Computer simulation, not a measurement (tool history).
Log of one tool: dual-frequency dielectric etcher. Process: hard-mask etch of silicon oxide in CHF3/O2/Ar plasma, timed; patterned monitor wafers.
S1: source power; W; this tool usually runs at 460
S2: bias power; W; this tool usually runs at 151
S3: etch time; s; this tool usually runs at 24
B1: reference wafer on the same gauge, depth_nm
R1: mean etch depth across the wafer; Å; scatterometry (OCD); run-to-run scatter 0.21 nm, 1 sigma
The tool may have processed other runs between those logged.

run,hour,S1,S2,S3,B1,R1
1,0,400,151,24,36.58,360.5
2,7.5,400,151,24,36.56,361.1
3,24,460,151,24,36.51,381
4,37.3,460,151,24,36.55,385.1
5,51.2,460,151,24,36.48,385.5
6,58.9,460,151,24,36.49,383.6
7,75,460,177,19.5,36.48,331.7
8,83.5,460,177,19.5,36.5,327.1
9,89.5,460,151,24,36.42,382.1
10,121.9,460,162,27.5,36.54,472.4
11,122.3,530,151,29,36.52,520.2
12,130,460,151,24,36.52,404
13,161.7,460,151,24,36.47,399.2
14,162,460,151,24,36.48,399.9
15,163.5,460,118,26,36.5,401.1
16,178.8,560,151,21,36.47,383.2
17,190.4,460,166,24,36.5,411.8
18,206.9,530,151,21,36.53,373.4
19,219.8,460,151,24,36.47,397.5

Removed from this log: 5 entries logged between the listed runs. Between which two listed runs does each belong, and how does the tool's hidden state at the listed run before it compare with that at the listed run after it?
In the gap between runs 9 and 10: source power generator calibrated (hour 103.5); bias power generator calibrated (hour 114.2); wet clean of the chamber (hour 121.4)
  etch rate over this chamber's usual, %: -5.74 -> -0.193
  measured result minus the result with no hidden state, R1: -23.3 -> -0.9 Å
In the gap between runs 11 and 12: gauge calibrated (hour 127.5)
  etch rate over this chamber's usual, %: -0.198 -> -0.306
  measured result minus the result with no hidden state, R1: -1 -> -1.3 Å
In the gap between runs 12 and 13: upper electrode replaced (hour 161.2)
  etch rate over this chamber's usual, %: -0.306 -> -0.75
  measured result minus the result with no hidden state, R1: -1.3 -> -3 Å
